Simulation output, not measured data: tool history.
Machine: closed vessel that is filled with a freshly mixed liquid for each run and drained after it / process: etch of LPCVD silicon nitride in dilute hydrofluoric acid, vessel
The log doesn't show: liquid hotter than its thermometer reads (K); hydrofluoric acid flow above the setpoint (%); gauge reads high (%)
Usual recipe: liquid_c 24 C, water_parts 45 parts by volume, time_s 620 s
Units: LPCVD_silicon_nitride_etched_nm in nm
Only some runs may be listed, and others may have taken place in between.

run   hour  liquid_c  water_parts  time_s  wafers since the last listed run  hours since the thermometer was replaced  hours since the hydrofluoric acid flow meter was replaced  hours since the gauge calibration  read-back film thickness of the LPCVD silicon nitride reference wafer, read on the same gauge (nm)  LPCVD_silicon_nitride_etched_nm
  1      0        24           45     620                                 0                                       492                                                      746.1                              192.4                                                                                              130.02                             7.45
  2   15.6        24           45     620                               812                                     507.6                                                      761.7                                208                                                                                              130.01                             7.52
  3     27        24           45     620                               593                                       519                                                      773.1                              219.4                                                                                              129.98                             7.46
  4   38.4        24           45     620                               593                                     530.4                                                      784.5                              230.8                                                                                              129.99                             7.52
  5   50.7        24           45     620                               640                                     542.7                                                      796.8                              243.1                                                                                              130.03                             7.54
  6   65.9        24           45     620                               791                                     557.9                                                        812                              258.3                                                                                                 130                             7.64
  7   83.9        24           45     330                               937                                     575.9                                                        830                              276.3                                                                                              130.01                             3.97
  8  100.7        24           45     620                               874                                     592.7                                                      846.8                              293.1                                                                                                 130                             7.56
  9  114.7        24           45     620                               728                                     606.7                                                      860.8                              307.1                                                                                              129.99                             7.49
 10  123.1        24           45     785                               437                                     615.1                                                      869.2                              315.5                                                                                              130.03                             9.64
 11  135.9        24           45     785                               666                                     627.9                                                        882                              328.3                                                                                              129.99                             9.58
 12  144.7        24           40     620                               458                                     636.7                                                      890.8                              337.1                                                                                              130.03                             8.48
 13    159        24           40     620                               744                                       651                                                      905.1                              351.4                                                                                              129.97                             8.53
 14    172        24           40     620                               676                                       664                                                      918.1                              364.4                                                                                                 130                             8.47
     176.7  -- thermometer replaced
 15  179.2        24           45     620                               322                                       2.5                                                      925.3                              371.6                                                                                              129.98                             8.55
 16  192.5        24           30     760                               692                                      15.8                                                      938.6                              384.9                                                                                              129.99                            15.25
 17  246.3      25.5           30     790                              2801                                      69.6                                                      992.4                              438.7                                                                                              129.99                               18
     261.2  -- hydrofluoric acid flow meter replaced
 18  261.7        21           35     730                               749                                        85                                                        0.5                              454.1                                                                                              130.02                            10.52
     270.1  -- thermometer replaced, repeated, since the last time left the tool worse
 19  275.4      20.5           45     930                               661                                       5.3                                                       14.2                              467.8                                                                                              130.02                             8.33
 20  291.7        28           45     780                               848                                      21.6                                                       30.5                              484.1                                                                                              130.02                            11.64
 21  306.1      26.5           30     775                               749                                        36                                                       44.9                              498.5                                                                                              130.01                            15.65
 22  356.6        24           50     620                              2629                                      86.5                                                       95.4                                549                                                                                                 130                             6.43
     358.7  -- gauge calibrated
 23  368.5        24           45     620                               619                                      98.4                                                      107.3                                9.8                                                                                                 130                             7.01
 24  383.7        24           60     900                               791                                     113.6                                                      122.5                                 25                                                                                              130.01                             7.85
 25    400        24           45     620                               848                                     129.9                                                      138.8                               41.3                                                                                                 130                              7.1
 26    407      19.5           60     950                               364                                     136.9                                                      145.8                               48.3                                                                                              130.02                             6.02
 27  419.2      27.5           65     620                               635                                     149.1                                                        158                               60.5                                                                                                 130                             6.33
 28  433.5        24           45     620                               744                                     163.4                                                      172.3                               74.8                                                                                                 130                             7.21
 29  445.8      26.5           45     620                               640                                     175.7                                                      184.6                               87.1                                                                                                 130                             8.57
 30  457.4        24           50     805                               603                                     187.3                                                      196.2                               98.7                                                                                                 130                             8.36

Branching from run 30: 5 alternative next runs. What would each branch give?
  A  458.2        24           45     620                                41                                     188.1                                                        197                               99.5                                                                                                   ?                                ?
  B  458.2        20           55     395                                41                                     188.1                                                        197                               99.5                                                                                                   ?                                ?
  C  458.2      26.5           35     765                                41                                     188.1                                                        197                               99.5                                                                                                   ?                                ?
  D  458.2      19.5           55     505                                41                                     188.1                                                        197                               99.5                                                                                                   ?                                ?
  E  458.2        27           60     300                                41                                     188.1                                                        197                               99.5                                                                                                   ?                                ?

run  read-back film thickness of the LPCVD silicon nitride reference wafer, read on the same gauge (nm)  LPCVD_silicon_nitride_etched_nm
  A                                                                                              130.03                             7.28
  B                                                                                              130.03                              2.9
  C                                                                                              130.03                            13.56
  D                                                                                              130.03                             3.58
  E                                                                                              130.03                             3.24
With the hidden condition removed and each run's random variation left untouched, the same runs would have given:
run  LPCVD_silicon_nitride_etched_nm
  A                                7
  B                             2.79
  C                            13.06
  D                             3.44
  E                             3.12
